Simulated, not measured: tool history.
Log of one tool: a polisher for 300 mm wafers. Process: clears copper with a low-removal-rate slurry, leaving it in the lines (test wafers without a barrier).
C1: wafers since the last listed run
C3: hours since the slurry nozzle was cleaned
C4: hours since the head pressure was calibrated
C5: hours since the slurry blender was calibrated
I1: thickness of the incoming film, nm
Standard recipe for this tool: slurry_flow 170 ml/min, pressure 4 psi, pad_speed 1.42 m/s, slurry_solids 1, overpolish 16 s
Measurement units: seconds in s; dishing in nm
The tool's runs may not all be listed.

run 1 hour=0 | slurry_flow=170 pressure=4 pad_speed=1.42 slurry_solids=1 overpolish=16 | C1=0 wafers_polished_on_this_pad=92 C3=35.2 C4=510 C5=15.6 | I1=429.1 | seconds=78.7 dishing=56.1
run 2 hour=31 | slurry_flow=170 pressure=4 pad_speed=1.42 slurry_solids=1 overpolish=16 | C1=266 wafers_polished_on_this_pad=359 C3=66.2 C4=541 C5=46.6 | I1=430.4 | seconds=76.8 dishing=57.5
-- hour=33.7 head pressure recalibrated
run 3 hour=61.8 | slurry_flow=170 pressure=4 pad_speed=1.82 slurry_solids=1 overpolish=16 | C1=247 wafers_polished_on_this_pad=607 C3=97 C4=28.1 C5=77.4 | I1=434.4 | seconds=71.4 dishing=58.9
run 4 hour=85.6 | slurry_flow=170 pressure=4 pad_speed=1.82 slurry_solids=1 overpolish=16 | C1=204 wafers_polished_on_this_pad=812 C3=120.8 C4=51.9 C5=101.2 | I1=426.7 | seconds=69.7 dishing=60.4
-- hour=132.1 worn pad replaced by a new one
-- hour=140.8 slurry blender recalibrated
run 5 hour=177.7 | slurry_flow=170 pressure=4 pad_speed=1.82 slurry_solids=1 overpolish=16 | C1=741 wafers_polished_on_this_pad=375 C3=212.9 C4=144 C5=36.9 | I1=424.4 | seconds=67.3 dishing=60.7
run 6 hour=193.7 | slurry_flow=170 pressure=3.1 pad_speed=1.42 slurry_solids=1 overpolish=16 | C1=137 wafers_polished_on_this_pad=513 C3=228.9 C4=160 C5=52.9 | I1=424.7 | seconds=111.5 dishing=40.6
run 7 hour=222.2 | slurry_flow=170 pressure=3.1 pad_speed=1.42 slurry_solids=1 overpolish=16 | C1=245 wafers_polished_on_this_pad=758 C3=257.4 C4=188.5 C5=81.4 | I1=428.1 | seconds=114.4 dishing=39.9
run 8 hour=246.1 | slurry_flow=170 pressure=4 pad_speed=1.42 slurry_solids=1 overpolish=16 | C1=205 wafers_polished_on_this_pad=964 C3=281.3 C4=212.4 C5=105.3 | I1=433.2 | seconds=88.1 dishing=50.2
-- hour=279.2 worn pad replaced by a new one
-- hour=284.7 slurry nozzle cleaned
-- hour=286.7 slurry blender recalibrated
run 9 hour=314.1 | slurry_flow=170 pressure=4 pad_speed=1.42 slurry_solids=0.9 overpolish=16 | C1=525 wafers_polished_on_this_pad=274 C3=29.4 C4=280.4 C5=27.4 | I1=427.8 | seconds=89.2 dishing=49.9
run 10 hour=333.2 | slurry_flow=170 pressure=4 pad_speed=1.42 slurry_solids=0.9 overpolish=16 | C1=164 wafers_polished_on_this_pad=439 C3=48.5 C4=299.5 C5=46.5 | I1=428.5 | seconds=87.3 dishing=52.3
-- hour=407.6 worn pad replaced by a new one
-- hour=420.2 slurry blender recalibrated
run 11 hour=440.7 | slurry_flow=170 pressure=4 pad_speed=1.42 slurry_solids=0.9 overpolish=16 | C1=873 wafers_polished_on_this_pad=268 C3=156 C4=407 C5=20.5 | I1=429.4 | seconds=87.5 dishing=51.2
-- hour=454.9 head pressure recalibrated
run 12 hour=457.2 | slurry_flow=170 pressure=3.2 pad_speed=1.58 slurry_solids=1 overpolish=16 | C1=124 wafers_polished_on_this_pad=392 C3=172.5 C4=2.3 C5=37 | I1=433.7 | seconds=98.3 dishing=44.3
run 13 hour=490.1 | slurry_flow=170 pressure=4 pad_speed=1.42 slurry_solids=1 overpolish=16 | C1=283 wafers_polished_on_this_pad=676 C3=205.4 C4=35.2 C5=69.9 | I1=423.1 | seconds=85.4 dishing=50.1
run 14 hour=506 | slurry_flow=170 pressure=4 pad_speed=1.42 slurry_solids=1 overpolish=16 | C1=136 wafers_polished_on_this_pad=812 C3=221.3 C4=51.1 C5=85.8 | I1=432.7 | seconds=86.4 dishing=51
run 15 hour=541.1 | slurry_flow=170 pressure=4 pad_speed=1.26 slurry_solids=1 overpolish=16 | C1=302 wafers_polished_on_this_pad=1115 C3=256.4 C4=86.2 C5=120.9 | I1=429.5 | seconds=97.9 dishing=46.5
-- hour=547.3 worn pad replaced by a new one
run 16 hour=563.1 | slurry_flow=170 pressure=4 pad_speed=1.42 slurry_solids=1 overpolish=16 | C1=154 wafers_polished_on_this_pad=135 C3=278.4 C4=108.2 C5=142.9 | I1=439.6 | seconds=88.5 dishing=52
run 17 hour=578.2 | slurry_flow=170 pressure=4.4 pad_speed=1.42 slurry_solids=1 overpolish=7 | C1=129 wafers_polished_on_this_pad=265 C3=293.5 C4=123.3 C5=158 | I1=425.7 | seconds=80.3 dishing=27.4
-- hour=580.7 slurry nozzle cleaned
-- hour=586.2 slurry blender recalibrated
run 18 hour=610.7 | slurry_flow=135 pressure=4 pad_speed=1.42 slurry_solids=1 overpolish=16 | C1=253 wafers_polished_on_this_pad=519 C3=30 C4=155.8 C5=24.5 | I1=425.4 | seconds=90.7 dishing=47.7
run 19 hour=634.5 | slurry_flow=195 pressure=3.1 pad_speed=1.42 slurry_solids=1.1 overpolish=26 | C1=204 wafers_polished_on_this_pad=724 C3=53.8 C4=179.6 C5=48.3 | I1=426.1 | seconds=106.1 dishing=65.3
run 20 hour=656.4 | slurry_flow=145 pressure=4.7 pad_speed=1.42 slurry_solids=0.75 overpolish=16 | C1=188 wafers_polished_on_this_pad=913 C3=75.7 C4=201.5 C5=70.2 | I1=426.1 | seconds=82.7 dishing=55.8
run 21 hour=681.3 | slurry_flow=170 pressure=4 pad_speed=1.42 slurry_solids=1 overpolish=16 | C1=214 wafers_polished_on_this_pad=1127 C3=100.6 C4=226.4 C5=95.1 | I1=426.7 | seconds=85.6 dishing=51.3
-- hour=701.3 worn pad replaced by a new one
-- hour=717.4 slurry blender recalibrated
run 22 hour=717.9 | slurry_flow=170 pressure=4 pad_speed=1.24 slurry_solids=1 overpolish=16 | C1=263 wafers_polished_on_this_pad=125 C3=137.2 C4=263 C5=0.5 | I1=431.6 | seconds=95.8 dishing=45.4

4 options for the next run, each taken on its own from the tool as it stands now. Forecast them:
run A hour=718.3 | slurry_flow=170 pressure=4 pad_speed=1.42 slurry_solids=1 overpolish=16 | C1=3 wafers_polished_on_this_pad=128 C3=137.6 C4=263.4 C5=0.9 | I1=430.6 | seconds=? dishing=?
run B hour=718.3 | slurry_flow=215 pressure=4.9 pad_speed=1.24 slurry_solids=1 overpolish=25 | C1=3 wafers_polished_on_this_pad=128 C3=137.6 C4=263.4 C5=0.9 | I1=430.6 | seconds=? dishing=?
run C hour=718.3 | slurry_flow=220 pressure=4 pad_speed=1.16 slurry_solids=1 overpolish=16 | C1=3 wafers_polished_on_this_pad=128 C3=137.6 C4=263.4 C5=0.9 | I1=430.6 | seconds=? dishing=?
run D hour=718.3 | slurry_flow=170 pressure=4 pad_speed=1.2 slurry_solids=1 overpolish=16 | C1=3 wafers_polished_on_this_pad=128 C3=137.6 C4=263.4 C5=0.9 | I1=430.6 | seconds=? dishing=?

run=A seconds=87.5 dishing=50
run=B seconds=79.4 dishing=78.2
run=C seconds=103.8 dishing=43.2
run=D seconds=103.5 dishing=43.3
Without the tool's hidden state the same runs would have given:
run=A seconds=90.6 dishing=48.5
run=B seconds=82.3 dishing=76
run=C seconds=107.4 dishing=41.9
run=D seconds=107.2 dishing=42
